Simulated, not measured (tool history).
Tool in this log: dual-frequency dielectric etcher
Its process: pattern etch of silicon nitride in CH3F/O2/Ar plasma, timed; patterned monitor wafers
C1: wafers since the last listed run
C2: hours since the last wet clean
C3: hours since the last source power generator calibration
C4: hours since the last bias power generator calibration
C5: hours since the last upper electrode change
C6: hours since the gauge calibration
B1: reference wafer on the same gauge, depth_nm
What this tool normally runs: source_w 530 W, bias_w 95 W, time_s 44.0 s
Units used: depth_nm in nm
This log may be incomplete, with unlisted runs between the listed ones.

Run 1, day 0.000: usual settings but bias_w 83 W, time_s 40.0 s; C1 0; C2 199.2; C3 2997.0; C4 3974.6; C5 3044.4; C6 288.4; B1 28.48. Result: depth_nm 30.66 nm.
Run 2, day 1.317: usual settings but bias_w 83 W, time_s 40.0 s; C1 462; C2 230.8; C3 3028.6; C4 4006.2; C5 3076.0; C6 320.0; B1 28.51. Result: depth_nm 30.64 nm.
Run 3, day 1.967: usual settings but source_w 590 W; C1 228; C2 246.4; C3 3044.2; C4 4021.8; C5 3091.6; C6 335.6; B1 28.51. Result: depth_nm 36.40 nm.
At day 2.167: gauge calibrated.
Run 4, day 2.988: usual settings but source_w 590 W; C1 358; C2 270.9; C3 3068.7; C4 4046.3; C5 3116.1; C6 19.7; B1 28.49. Result: depth_nm 36.76 nm.
Run 5, day 3.588: usual settings; C1 210; C2 285.3; C3 3083.1; C4 4060.7; C5 3130.5; C6 34.1; B1 28.50. Result: depth_nm 34.84 nm.
Run 6, day 5.021: usual settings but bias_w 77 W; C1 503; C2 319.7; C3 3117.5; C4 4095.1; C5 3164.9; C6 68.5; B1 28.51. Result: depth_nm 32.93 nm.
Run 7, day 9.446: usual settings but bias_w 77 W; C1 1555; C2 425.9; C3 3223.7; C4 4201.3; C5 3271.1; C6 174.7; B1 28.48. Result: depth_nm 32.64 nm.
Run 8, day 10.554: usual settings but bias_w 77 W; C1 389; C2 452.5; C3 3250.3; C4 4227.9; C5 3297.7; C6 201.3; B1 28.55. Result: depth_nm 32.38 nm.
Run 9, day 11.546: usual settings; C1 348; C2 476.3; C3 3274.1; C4 4251.7; C5 3321.5; C6 225.1; B1 28.50. Result: depth_nm 34.33 nm.
At day 12.433: bias power generator calibrated.
Run 10, day 12.971: usual settings but bias_w 86 W, time_s 52.5 s; C1 442; C2 510.5; C3 3308.3; C4 12.9; C5 3355.7; C6 259.3; B1 28.53. Result: depth_nm 40.10 nm.
At day 13.658: source power generator calibrated.
Run 11, day 13.679: usual settings but source_w 480 W, bias_w 78 W, time_s 33.0 s; C1 190; C2 527.5; C3 0.5; C4 29.9; C5 3372.7; C6 276.3; B1 28.50. Result: depth_nm 23.37 nm.
At day 14.150: gauge calibrated.
At day 14.812: wet clean of the chamber.
Run 12, day 14.833: usual settings but bias_w 77 W; C1 54; C2 0.5; C3 28.2; C4 57.6; C5 3400.4; C6 16.4; B1 28.51. Result: depth_nm 33.23 nm.
At day 15.983: upper electrode replaced.
Run 13, day 16.004: usual settings but bias_w 74 W; C1 60; C2 28.6; C3 56.3; C4 85.7; C5 0.5; C6 44.5; B1 28.51. Result: depth_nm 32.96 nm.
Run 14, day 16.625: usual settings but source_w 420 W, bias_w 115 W, time_s 34.0 s; C1 218; C2 43.5; C3 71.2; C4 100.6; C5 15.4; C6 59.4; B1 28.50. Result: depth_nm 26.35 nm.
Run 15, day 18.050: usual settings; C1 500; C2 77.7; C3 105.4; C4 134.8; C5 49.6; C6 93.6; B1 28.48. Result: depth_nm 35.34 nm.
Run 16, day 19.367: usual settings but bias_w 108 W, time_s 49.5 s; C1 462; C2 109.3; C3 137.0; C4 166.4; C5 81.2; C6 125.2; B1 28.51. Result: depth_nm 41.07 nm.
Run 17, day 20.442: usual settings but bias_w 85 W, time_s 48.5 s; C1 377; C2 135.1; C3 162.8; C4 192.2; C5 107.0; C6 151.0; B1 28.51. Result: depth_nm 37.33 nm.
Run 18, day 21.304: usual settings; C1 303; C2 155.8; C3 183.5; C4 212.9; C5 127.7; C6 171.7; B1 28.49. Result: depth_nm 35.06 nm.

Give the tool's hidden conditions for every run:
source power that arrives over what is set, %: 0 on each run
bias power that arrives over what is set, %: 0 on each run
gauge reads high (%): 0 on each run
H1: etch rate over this chamber's usual, %
run      H1
  1  -0.852
  2   -1.09
  3   -1.21
  4   -1.39
  5    -1.5
  6   -1.76
  7   -2.56
  8   -2.77
  9   -2.95
 10    -3.2
 11   -3.33
 12  -0.241
 13  -0.453
 14  -0.566
 15  -0.824
 16   -1.06
 17   -1.26
 18   -1.41

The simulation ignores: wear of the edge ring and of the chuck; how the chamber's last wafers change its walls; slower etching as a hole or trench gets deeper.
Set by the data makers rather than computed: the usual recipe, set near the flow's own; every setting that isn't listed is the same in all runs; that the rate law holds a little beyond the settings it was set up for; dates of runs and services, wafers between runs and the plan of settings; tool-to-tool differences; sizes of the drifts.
